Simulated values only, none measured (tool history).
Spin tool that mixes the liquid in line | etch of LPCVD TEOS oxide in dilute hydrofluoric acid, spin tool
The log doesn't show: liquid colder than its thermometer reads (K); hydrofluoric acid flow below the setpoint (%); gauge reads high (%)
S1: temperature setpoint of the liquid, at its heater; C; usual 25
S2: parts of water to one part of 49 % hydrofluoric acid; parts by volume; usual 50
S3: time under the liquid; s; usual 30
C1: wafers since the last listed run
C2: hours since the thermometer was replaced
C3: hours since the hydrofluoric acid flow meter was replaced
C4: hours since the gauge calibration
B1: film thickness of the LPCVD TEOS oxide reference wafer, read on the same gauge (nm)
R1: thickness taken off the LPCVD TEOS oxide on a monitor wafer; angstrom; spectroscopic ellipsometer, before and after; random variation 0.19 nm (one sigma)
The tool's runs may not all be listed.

run	day	S1	S2	S3	C1	C2	C3	C4	B1	R1
1	0	24	50	30	0	2197.8	94.7	923.5	154.45	240.9
2	1.2	24	50	30	285	2226.6	123.5	952.3	154.69	244.9
3	3.804	25	50	20	619	2289.1	186	1014.8	155.25	169.3
4	4.896	25	50	20	259	2315.3	212.2	1041	155.54	169
5	7.375	25	50	30	590	2374.8	271.7	1100.5	156.18	251.1
6	10.275	25	35	30	690	2444.4	341.3	1170.1	156.91	373.3
7	12.583	25	35	30	549	2499.8	396.7	1225.5	157.58	369.7
8	14.538	25	50	30	465	2546.7	443.6	1272.4	158.1	255.5
9	16.554	25	50	30	480	2595.1	492	1320.8	158.76	256.2
# day 16.65: gauge calibrated
10	19.271	25	50	30	646	2660.3	557.2	62.9	149.93	241.6
# day 19.838: hydrofluoric acid flow meter replaced
11	21.942	25	40	30	625	2724.4	50.5	127	150.04	304
# day 23.225: thermometer replaced
12	23.796	25	40	30	431	13.7	95	171.5	150.05	310.2
13	25.762	25	40	30	468	60.9	142.2	218.7	150.15	309.9
14	27.938	27	50	30	517	113.1	194.4	270.9	150.29	260.9
15	30.004	28.5	70	30	491	162.7	244	320.5	150.46	196.7
16	31.079	27.5	30	15	255	188.5	269.8	346.3	150.56	232.3
17	33.354	25	50	30	541	243.1	324.4	400.9	150.72	247.3
18	35.238	25	70	30	448	288.3	369.6	446.1	150.97	169.8
19	37.512	27.5	75	25	541	342.9	424.2	500.7	151.18	145.3
20	39.112	25	50	30	380	381.3	462.6	539.1	151.37	247.4
# day 40: hydrofluoric acid flow meter replaced
21	41.95	25	30	30	665	449.4	46.8	607.2	151.7	417.8
22	43.083	29	50	30	269	476.6	74	634.4	151.91	287.7
23	45.196	25	50	30	502	527.3	124.7	685.1	152.25	248.1
24	46.567	25	55	30	326	560.2	157.6	718	152.47	222.1
25	48.567	28	50	30	476	608.2	205.6	766	152.74	278.3
26	49.967	25	50	30	333	641.8	239.2	799.6	153.08	247.1

Run 27 comes next. What will it give?
27	52.683	25	50	30	646	707	304.4	864.8	?	?

Run 27 gave B1 153.59, R1 246.4 angstrom.
Without the tool's hidden state the same run would have given R1 240.6 angstrom.

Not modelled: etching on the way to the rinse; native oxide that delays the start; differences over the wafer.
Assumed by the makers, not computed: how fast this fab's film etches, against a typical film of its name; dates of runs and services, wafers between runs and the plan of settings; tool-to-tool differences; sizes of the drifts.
